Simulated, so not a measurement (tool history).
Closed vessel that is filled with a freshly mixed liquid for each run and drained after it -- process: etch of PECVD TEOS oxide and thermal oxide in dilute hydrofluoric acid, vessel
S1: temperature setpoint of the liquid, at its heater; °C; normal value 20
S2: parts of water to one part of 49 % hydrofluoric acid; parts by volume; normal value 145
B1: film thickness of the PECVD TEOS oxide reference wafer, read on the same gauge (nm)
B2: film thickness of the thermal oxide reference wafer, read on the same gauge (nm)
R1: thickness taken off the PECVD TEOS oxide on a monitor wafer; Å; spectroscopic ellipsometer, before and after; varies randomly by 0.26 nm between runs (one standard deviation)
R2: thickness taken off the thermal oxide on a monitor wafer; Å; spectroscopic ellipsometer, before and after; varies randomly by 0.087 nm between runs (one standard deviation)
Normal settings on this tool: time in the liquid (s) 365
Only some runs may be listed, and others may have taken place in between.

{"run": 1, "hour": 0.0, "S1": 20, "S2": 125, "time in the liquid (s)": 420, "B1": 149.97, "B2": 69.99, "R1": 534.7, "R2": 120}
{"run": 2, "hour": 48.5, "S1": 20, "S2": 125, "time in the liquid (s)": 420, "B1": 149.98, "B2": 69.99, "R1": 535.8, "R2": 120.1}
{"run": 3, "hour": 234.8, "S1": 20, "S2": 145, "time in the liquid (s)": 365, "B1": 150, "B2": 70.01, "R1": 388.7, "R2": 88.5}
{"run": 4, "hour": 270.5, "S1": 20, "S2": 145, "time in the liquid (s)": 365, "B1": 150, "B2": 69.99, "R1": 391.8, "R2": 86.3}
{"run": 5, "hour": 331.1, "S1": 20, "S2": 145, "time in the liquid (s)": 365, "B1": 150.03, "B2": 69.99, "R1": 388.6, "R2": 86.7}
{"run": 6, "hour": 370.4, "S1": 20, "S2": 145, "time in the liquid (s)": 365, "B1": 150.01, "B2": 70.01, "R1": 382.3, "R2": 88.4}
{"run": 7, "hour": 429.0, "S1": 20, "S2": 145, "time in the liquid (s)": 365, "B1": 150, "B2": 70, "R1": 384.6, "R2": 85.8}
{"hour": 483.6, "done": "hydrofluoric acid flow meter replaced"}
{"run": 8, "hour": 496.6, "S1": 20, "S2": 145, "time in the liquid (s)": 365, "B1": 150.04, "B2": 69.98, "R1": 411.6, "R2": 91.2}
{"run": 9, "hour": 544.9, "S1": 20, "S2": 145, "time in the liquid (s)": 365, "B1": 149.99, "B2": 70.02, "R1": 401.2, "R2": 91.9}
{"run": 10, "hour": 574.1, "S1": 20, "S2": 115, "time in the liquid (s)": 365, "B1": 149.96, "B2": 70.03, "R1": 531.8, "R2": 119}
{"run": 11, "hour": 645.2, "S1": 20, "S2": 115, "time in the liquid (s)": 365, "B1": 150.03, "B2": 70.02, "R1": 521.6, "R2": 117.2}
{"run": 12, "hour": 678.4, "S1": 17.5, "S2": 145, "time in the liquid (s)": 435, "B1": 150.05, "B2": 69.99, "R1": 432.3, "R2": 97.2}
{"run": 13, "hour": 717.9, "S1": 17.5, "S2": 145, "time in the liquid (s)": 435, "B1": 149.99, "B2": 70.02, "R1": 436.8, "R2": 98}
{"run": 14, "hour": 784.4, "S1": 17, "S2": 145, "time in the liquid (s)": 365, "B1": 150.04, "B2": 70.02, "R1": 357.6, "R2": 79.6}
{"run": 15, "hour": 848.6, "S1": 20, "S2": 145, "time in the liquid (s)": 365, "B1": 149.94, "B2": 69.99, "R1": 398.6, "R2": 89.7}
{"hour": 878.4, "done": "gauge calibrated"}
{"run": 16, "hour": 910.7, "S1": 21.5, "S2": 145, "time in the liquid (s)": 230, "B1": 150.04, "B2": 70.02, "R1": 268.9, "R2": 58.7}
{"run": 17, "hour": 980.7, "S1": 20, "S2": 145, "time in the liquid (s)": 365, "B1": 149.97, "B2": 69.99, "R1": 399, "R2": 88.8}
{"run": 18, "hour": 1008.3, "S1": 20, "S2": 145, "time in the liquid (s)": 365, "B1": 150, "B2": 70, "R1": 397.3, "R2": 88.4}
{"run": 19, "hour": 1094.7, "S1": 17.5, "S2": 145, "time in the liquid (s)": 365, "B1": 150.05, "B2": 70.03, "R1": 353, "R2": 77.8}
{"run": 20, "hour": 1305.9, "S1": 20, "S2": 180, "time in the liquid (s)": 365, "B1": 149.99, "B2": 69.99, "R1": 299.5, "R2": 68}
{"hour": 1309.3, "done": "thermometer replaced"}
{"hour": 1425.4, "done": "hydrofluoric acid flow meter replaced"}
{"run": 21, "hour": 1505.9, "S1": 20, "S2": 120, "time in the liquid (s)": 365, "B1": 150.01, "B2": 69.99, "R1": 502.7, "R2": 112.4}
{"run": 22, "hour": 1576.7, "S1": 18.5, "S2": 200, "time in the liquid (s)": 545, "B1": 149.99, "B2": 70, "R1": 391.5, "R2": 87.3}
{"run": 23, "hour": 1609.9, "S1": 17.5, "S2": 145, "time in the liquid (s)": 365, "B1": 149.97, "B2": 70.03, "R1": 364.5, "R2": 82}
{"run": 24, "hour": 1650.2, "S1": 20, "S2": 145, "time in the liquid (s)": 365, "B1": 150.01, "B2": 69.97, "R1": 404.9, "R2": 90.6}
{"run": 25, "hour": 1681.2, "S1": 17, "S2": 175, "time in the liquid (s)": 475, "B1": 150.03, "B2": 70.02, "R1": 370.2, "R2": 84.2}
{"run": 26, "hour": 1752.1, "S1": 17.5, "S2": 145, "time in the liquid (s)": 435, "B1": 149.97, "B2": 70, "R1": 429.2, "R2": 97.5}
{"run": 27, "hour": 1814.0, "S1": 20, "S2": 85, "time in the liquid (s)": 365, "B1": 150.01, "B2": 70.02, "R1": 723.6, "R2": 162.2}

What the log doesn't show, run by run:
liquid colder than its thermometer reads (K): 0 on each run
gauge reads high (%): 0 on each run
H1: hydrofluoric acid flow below the setpoint (%)
run=1 H1=2.76
run=2 H1=3.01
run=3 H1=3.98
run=4 H1=4.16
run=5 H1=4.48
run=6 H1=4.68
run=7 H1=4.99
run=8 H1=0.0764
run=9 H1=0.327
run=10 H1=0.478
run=11 H1=0.847
run=12 H1=1.02
run=13 H1=1.22
run=14 H1=1.57
run=15 H1=1.9
run=16 H1=2.22
run=17 H1=2.59
run=18 H1=2.73
run=19 H1=3.18
run=20 H1=4.27
run=21 H1=0.545
run=22 H1=0.912
run=23 H1=1.08
run=24 H1=1.29
run=25 H1=1.45
run=26 H1=1.82
run=27 H1=2.14
